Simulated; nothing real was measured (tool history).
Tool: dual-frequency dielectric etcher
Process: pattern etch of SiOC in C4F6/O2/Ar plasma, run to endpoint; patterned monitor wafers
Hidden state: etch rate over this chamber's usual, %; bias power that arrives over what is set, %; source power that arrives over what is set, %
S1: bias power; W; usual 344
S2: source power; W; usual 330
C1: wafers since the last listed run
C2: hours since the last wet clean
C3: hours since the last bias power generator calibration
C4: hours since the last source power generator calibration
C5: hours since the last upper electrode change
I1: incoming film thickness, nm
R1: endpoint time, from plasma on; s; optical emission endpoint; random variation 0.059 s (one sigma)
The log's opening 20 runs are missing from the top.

{"hour": 553.5, "done": "upper electrode replaced"}
{"run": 21, "hour": 562.4, "S1": 344, "S2": 330, "C1": 205, "C2": 80.1, "C3": 83.8, "C4": 270, "C5": 8.9, "I1": 34.18, "R1": 14.7}
{"run": 22, "hour": 576.1, "S1": 284, "S2": 350, "C1": 290, "C2": 93.8, "C3": 97.5, "C4": 283.7, "C5": 22.6, "I1": 34.06, "R1": 14.6}
{"run": 23, "hour": 605.9, "S1": 344, "S2": 410, "C1": 632, "C2": 123.6, "C3": 127.3, "C4": 313.5, "C5": 52.4, "I1": 34.69, "R1": 13.3}
{"run": 24, "hour": 629.0, "S1": 318, "S2": 410, "C1": 490, "C2": 146.7, "C3": 150.4, "C4": 336.6, "C5": 75.5, "I1": 34.13, "R1": 13.4}
{"run": 25, "hour": 655.0, "S1": 344, "S2": 330, "C1": 552, "C2": 172.7, "C3": 176.4, "C4": 362.6, "C5": 101.5, "I1": 34.23, "R1": 14.6}
{"run": 26, "hour": 683.1, "S1": 276, "S2": 360, "C1": 596, "C2": 200.8, "C3": 204.5, "C4": 390.7, "C5": 129.6, "I1": 34.6, "R1": 14.6}
{"run": 27, "hour": 716.9, "S1": 344, "S2": 330, "C1": 717, "C2": 234.6, "C3": 238.3, "C4": 424.5, "C5": 163.4, "I1": 34.29, "R1": 14.6}
{"run": 28, "hour": 748.4, "S1": 344, "S2": 280, "C1": 668, "C2": 266.1, "C3": 269.8, "C4": 456, "C5": 194.9, "I1": 34.03, "R1": 15.8}
{"run": 29, "hour": 771.8, "S1": 292, "S2": 370, "C1": 496, "C2": 289.5, "C3": 293.2, "C4": 479.4, "C5": 218.3, "I1": 34.41, "R1": 14.2}
{"run": 30, "hour": 787.4, "S1": 311, "S2": 410, "C1": 331, "C2": 305.1, "C3": 308.8, "C4": 495, "C5": 233.9, "I1": 34.08, "R1": 13.3}

Run 31 is up next; what results do you expect?
{"run": 31, "hour": 812.3, "S1": 382, "S2": 370, "C1": 528, "C2": 330, "C3": 333.7, "C4": 519.9, "C5": 258.8, "I1": 34.3, "R1": "?"}

R1: 13.3 s
If the tool had no hidden condition, the same run with the same run-to-run variation would have returned R1 13.6 s.
